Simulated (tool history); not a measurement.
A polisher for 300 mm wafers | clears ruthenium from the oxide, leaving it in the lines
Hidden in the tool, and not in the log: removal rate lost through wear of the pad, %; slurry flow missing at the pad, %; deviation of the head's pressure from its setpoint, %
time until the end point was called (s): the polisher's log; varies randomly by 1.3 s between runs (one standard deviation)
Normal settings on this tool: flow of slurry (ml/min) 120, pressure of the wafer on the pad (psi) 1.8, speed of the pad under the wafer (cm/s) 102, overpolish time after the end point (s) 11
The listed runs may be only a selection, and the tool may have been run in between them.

run	hour	flow of slurry (ml/min)	pressure of the wafer on the pad (psi)	speed of the pad under the wafer (cm/s)	overpolish time after the end point (s)	wafers since the last listed run	wafers polished on this pad	hours since the slurry nozzle was cleaned	hours since the head pressure was calibrated	incoming thickness of the incoming film, nm	time until the end point was called (s)
1	0	120	1.8	102	11	0	421	705.2	1242.9	141.9	127.6
2	7.3	120	1.8	102	11	47	469	712.5	1250.2	140.4	126.8
3	17.9	120	1.8	102	11	68	537	723.1	1260.8	138.3	128.7
4	34.7	120	1.8	102	11	109	646	739.9	1277.6	138.9	130.4
5	49.7	120	1.8	102	6	97	744	754.9	1292.6	139.8	131.2
6	65.9	120	1.8	102	6	105	849	771.1	1308.8	137.4	132.6
# hour 77.7: slurry nozzle cleaned
7	80.1	120	1.8	102	11	85	935	2.4	1323	139.4	136.1
# hour 83.9: head pressure recalibrated
8	95.3	120	1.8	102	11	85	1021	17.6	11.4	137.9	137.3
9	105.8	120	1.8	102	11	68	1089	28.1	21.9	140.4	140.5
# hour 123.8: worn pad replaced by a new one
10	124.3	120	1.8	102	11	94	3	46.6	40.4	138.4	118.4
11	137.6	120	1.8	102	11	86	89	59.9	53.7	142.2	122.1
12	143.9	90	2.1	122	8	40	130	66.2	60	141.9	98.2
13	152	120	1.8	112	6	52	183	74.3	68.1	142.3	115
14	166.4	120	1.8	102	11	93	276	88.7	82.5	139.7	123.2
15	175.3	120	2.2	102	11	57	334	97.6	91.4	141.1	105.5
16	183.2	150	2.4	74	14	51	385	105.5	99.3	139.1	133.4
17	194.5	120	1.8	102	11	73	459	116.8	110.6	137.8	125.6

What does the tool deliver on the next run?
18	210.3	120	1.8	102	11	102	561	132.6	126.4	139.3	?

time until the end point was called (s): 128
On a tool with no hidden condition, and with the same random variation, this run would have come out at time until the end point was called (s) 119.1.
